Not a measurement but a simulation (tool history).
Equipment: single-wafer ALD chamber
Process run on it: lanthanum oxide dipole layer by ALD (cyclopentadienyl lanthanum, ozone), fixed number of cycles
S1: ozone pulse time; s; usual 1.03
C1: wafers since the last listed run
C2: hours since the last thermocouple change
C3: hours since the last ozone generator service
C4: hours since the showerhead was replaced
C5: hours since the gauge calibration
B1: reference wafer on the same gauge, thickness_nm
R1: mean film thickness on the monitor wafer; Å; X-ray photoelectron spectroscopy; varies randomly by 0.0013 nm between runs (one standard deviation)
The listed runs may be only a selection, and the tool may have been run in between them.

{"run": 1, "hour": 0.0, "S1": 1.19, "C1": 0, "C2": 609.4, "C3": 659.2, "C4": 4322.1, "C5": 1146.1, "B1": 0.599, "R1": 5.18}
{"run": 2, "hour": 61.8, "S1": 1.19, "C1": 763, "C2": 671.2, "C3": 721, "C4": 4383.9, "C5": 1207.9, "B1": 0.599, "R1": 5.19}
{"run": 3, "hour": 113.2, "S1": 1.03, "C1": 635, "C2": 722.6, "C3": 772.4, "C4": 4435.3, "C5": 1259.3, "B1": 0.599, "R1": 5.05}
{"run": 4, "hour": 150.4, "S1": 1.03, "C1": 459, "C2": 759.8, "C3": 809.6, "C4": 4472.5, "C5": 1296.5, "B1": 0.599, "R1": 5.02}
{"run": 5, "hour": 218.1, "S1": 0.77, "C1": 836, "C2": 827.5, "C3": 877.3, "C4": 4540.2, "C5": 1364.2, "B1": 0.599, "R1": 4.69}
{"run": 6, "hour": 257.2, "S1": 0.77, "C1": 483, "C2": 866.6, "C3": 916.4, "C4": 4579.3, "C5": 1403.3, "B1": 0.599, "R1": 4.7}
{"run": 7, "hour": 291.5, "S1": 1.32, "C1": 423, "C2": 900.9, "C3": 950.7, "C4": 4613.6, "C5": 1437.6, "B1": 0.599, "R1": 5.24}
{"run": 8, "hour": 357.5, "S1": 0.9, "C1": 815, "C2": 966.9, "C3": 1016.7, "C4": 4679.6, "C5": 1503.6, "B1": 0.599, "R1": 4.85}
{"hour": 397.9, "done": "gauge calibrated"}
{"hour": 411.9, "done": "thermocouple changed; heater temperature recalibrated"}
{"run": 9, "hour": 422.4, "S1": 0.76, "C1": 703, "C2": 10.5, "C3": 1081.6, "C4": 4744.5, "C5": 24.5, "B1": 0.599, "R1": 4.65}
{"run": 10, "hour": 453.6, "S1": 1.03, "C1": 385, "C2": 41.7, "C3": 1112.8, "C4": 4775.7, "C5": 55.7, "B1": 0.599, "R1": 4.98}
{"run": 11, "hour": 578.7, "S1": 1.03, "C1": 1546, "C2": 166.8, "C3": 1237.9, "C4": 4900.8, "C5": 180.8, "B1": 0.599, "R1": 4.96}
{"run": 12, "hour": 613.7, "S1": 1.03, "C1": 432, "C2": 201.8, "C3": 1272.9, "C4": 4935.8, "C5": 215.8, "B1": 0.599, "R1": 4.97}
{"run": 13, "hour": 657.6, "S1": 1.33, "C1": 542, "C2": 245.7, "C3": 1316.8, "C4": 4979.7, "C5": 259.7, "B1": 0.599, "R1": 5.21}
{"run": 14, "hour": 709.6, "S1": 1.03, "C1": 642, "C2": 297.7, "C3": 1368.8, "C4": 5031.7, "C5": 311.7, "B1": 0.599, "R1": 4.95}
{"hour": 726.2, "done": "showerhead replaced"}
{"run": 15, "hour": 778.6, "S1": 1.03, "C1": 754, "C2": 366.7, "C3": 1437.8, "C4": 52.4, "C5": 380.7, "B1": 0.6, "R1": 4.93}
{"hour": 801.8, "done": "ozone generator serviced"}
{"run": 16, "hour": 820.4, "S1": 1.26, "C1": 417, "C2": 408.5, "C3": 18.6, "C4": 94.2, "C5": 422.5, "B1": 0.599, "R1": 5.25}
{"run": 17, "hour": 873.3, "S1": 1.41, "C1": 653, "C2": 461.4, "C3": 71.5, "C4": 147.1, "C5": 475.4, "B1": 0.598, "R1": 5.34}
{"run": 18, "hour": 924.9, "S1": 1.03, "C1": 637, "C2": 513, "C3": 123.1, "C4": 198.7, "C5": 527, "B1": 0.599, "R1": 5.06}
{"run": 19, "hour": 983.0, "S1": 1.38, "C1": 718, "C2": 571.1, "C3": 181.2, "C4": 256.8, "C5": 585.1, "B1": 0.599, "R1": 5.32}
{"run": 20, "hour": 1033.8, "S1": 0.78, "C1": 627, "C2": 621.9, "C3": 232, "C4": 307.6, "C5": 635.9, "B1": 0.599, "R1": 4.74}
{"run": 21, "hour": 1072.9, "S1": 0.82, "C1": 483, "C2": 661, "C3": 271.1, "C4": 346.7, "C5": 675, "B1": 0.599, "R1": 4.81}
{"run": 22, "hour": 1124.0, "S1": 1.03, "C1": 631, "C2": 712.1, "C3": 322.2, "C4": 397.8, "C5": 726.1, "B1": 0.599, "R1": 5.06}
{"run": 23, "hour": 1153.2, "S1": 0.65, "C1": 360, "C2": 741.3, "C3": 351.4, "C4": 427, "C5": 755.3, "B1": 0.599, "R1": 4.58}
{"run": 24, "hour": 1199.2, "S1": 0.75, "C1": 568, "C2": 787.3, "C3": 397.4, "C4": 473, "C5": 801.3, "B1": 0.599, "R1": 4.72}

What was the tool's hidden state at every run in the log?
wafer temperature above the value expected at the setpoint (K): 0, the same for each run
gauge reads high (%): 0, the same for each run
H1: ozone dose above that of a generator just serviced (%)
run=1 H1=-2.76
run=2 H1=-3.23
run=3 H1=-3.65
run=4 H1=-3.97
run=5 H1=-4.6
run=6 H1=-4.98
run=7 H1=-5.33
run=8 H1=-6.04
run=9 H1=-6.79
run=10 H1=-7.16
run=11 H1=-8.77
run=12 H1=-9.25
run=13 H1=-9.88
run=14 H1=-10.6
run=15 H1=-11.7
run=16 H1=-1.01
run=17 H1=-1.04
run=18 H1=-1.09
run=19 H1=-1.19
run=20 H1=-1.31
run=21 H1=-1.41
run=22 H1=-1.58
run=23 H1=-1.69
run=24 H1=-1.88
